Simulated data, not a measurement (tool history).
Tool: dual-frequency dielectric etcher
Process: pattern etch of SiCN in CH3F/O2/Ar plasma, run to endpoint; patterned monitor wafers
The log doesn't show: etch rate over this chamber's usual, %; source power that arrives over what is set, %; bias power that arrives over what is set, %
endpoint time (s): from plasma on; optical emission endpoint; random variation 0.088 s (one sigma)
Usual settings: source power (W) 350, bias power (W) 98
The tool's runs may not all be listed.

run    hour  source power (W)  bias power (W)  wafers since the last listed run  hours since the last wet clean  hours since the last source power generator calibration  hours since the last bias power generator calibration  hours since the last upper electrode change  incoming incoming film thickness, nm  endpoint time (s)
  1     0.0               350              98                                 0                            47.0                                                   3731.8                                                 3440.4                                       3940.8                                 11.09               29.0
  2    46.4               350              98                               758                            93.4                                                   3778.2                                                 3486.8                                       3987.2                                 11.14               29.3
  3   105.8               350              98                               970                           152.8                                                   3837.6                                                 3546.2                                       4046.6                                 11.24               29.6
  4   151.1               350              98                               740                           198.1                                                   3882.9                                                 3591.5                                       4091.9                                 11.27               29.7
  5   178.4               350              98                               446                           225.4                                                   3910.2                                                 3618.8                                       4119.2                                 11.23               29.8
  6   211.1               350              98                               534                           258.1                                                   3942.9                                                 3651.5                                       4151.9                                 11.16               29.7
  7   249.5               350              98                               627                           296.5                                                   3981.3                                                 3689.9                                       4190.3                                 11.23               29.9
  8   316.6               330              98                              1096                           363.6                                                   4048.4                                                 3757.0                                       4257.4                                 11.12               30.3
  9   364.2               330              98                               777                           411.2                                                   4096.0                                                 3804.6                                       4305.0                                 11.16               30.6
 10   414.3               330              98                               818                           461.3                                                   4146.1                                                 3854.7                                       4355.1                                 11.22               30.8
      475.0  -- wet clean of the chamber
 11   475.5               350              98                               607                             0.5                                                   4207.3                                                 3915.9                                       4416.3                                 11.17               29.1
 12   535.3               350              98                               977                            60.3                                                   4267.1                                                 3975.7                                       4476.1                                 11.20               29.2
 13   580.6               350              98                               740                           105.6                                                   4312.4                                                 4021.0                                       4521.4                                 11.21               29.5
 14   620.2               390             114                               647                           145.2                                                   4352.0                                                 4060.6                                       4561.0                                 11.12               27.9
      647.1  -- upper electrode replaced
      710.3  -- source power generator calibrated
 15   730.4               280             119                              1343                           255.4                                                     20.1                                                 4170.8                                         83.3                                 11.18               29.8
 16   800.8               350              98                              1150                           325.8                                                     90.5                                                 4241.2                                        153.7                                 11.33               30.2
 17   827.2               270              80                               431                           352.2                                                    116.9                                                 4267.6                                        180.1                                 11.03               32.4
 18   876.0               350              88                               797                           401.0                                                    165.7                                                 4316.4                                        228.9                                 11.23               30.9
      927.4  -- wet clean of the chamber
 19   945.7               270              82                               746                            18.3                                                    235.4                                                 4386.1                                        298.6                                 11.17               31.6
 20  1015.9               350              98                              1146                            88.5                                                    305.6                                                 4456.3                                        368.8                                 11.01               28.6
     1034.9  -- bias power generator calibrated
 21  1067.4               350             118                               776                           140.0                                                    357.1                                                   32.5                                        420.3                                 11.18               28.1
 22  1122.8               350              91                               905                           195.4                                                    412.5                                                   87.9                                        475.7                                 11.11               29.6
 23  1172.4               350              75                               810                           245.0                                                    462.1                                                  137.5                                        525.3                                 11.24               31.1
 24  1207.1               370              98                               566                           279.7                                                    496.8                                                  172.2                                        560.0                                 11.18               29.2
 25  1268.7               350              75                              1006                           341.3                                                    558.4                                                  233.8                                        621.6                                 11.29               31.3
 26  1309.9               390             111                               673                           382.5                                                    599.6                                                  275.0                                        662.8                                 11.14               28.3
 27  1335.9               350              78                               424                           408.5                                                    625.6                                                  301.0                                        688.8                                 11.14               30.9

4 ways to go on from here, each from the tool as it stands after run 27. What would each give?
  A  1336.3               350              98                                 6                           408.9                                                    626.0                                                  301.4                                        689.2                                 11.27                  ?
  B  1336.3               320             119                                 6                           408.9                                                    626.0                                                  301.4                                        689.2                                 11.27                  ?
  C  1336.3               310             105                                 6                           408.9                                                    626.0                                                  301.4                                        689.2                                 11.27                  ?
  D  1336.3               310              98                                 6                           408.9                                                    626.0                                                  301.4                                        689.2                                 11.27                  ?

run  endpoint time (s)
  A               30.0
  B               29.4
  C               30.4
  D               30.8
Without the tool's hidden state the same runs would have given:
run  endpoint time (s)
  A               29.4
  B               28.8
  C               29.8
  D               30.2

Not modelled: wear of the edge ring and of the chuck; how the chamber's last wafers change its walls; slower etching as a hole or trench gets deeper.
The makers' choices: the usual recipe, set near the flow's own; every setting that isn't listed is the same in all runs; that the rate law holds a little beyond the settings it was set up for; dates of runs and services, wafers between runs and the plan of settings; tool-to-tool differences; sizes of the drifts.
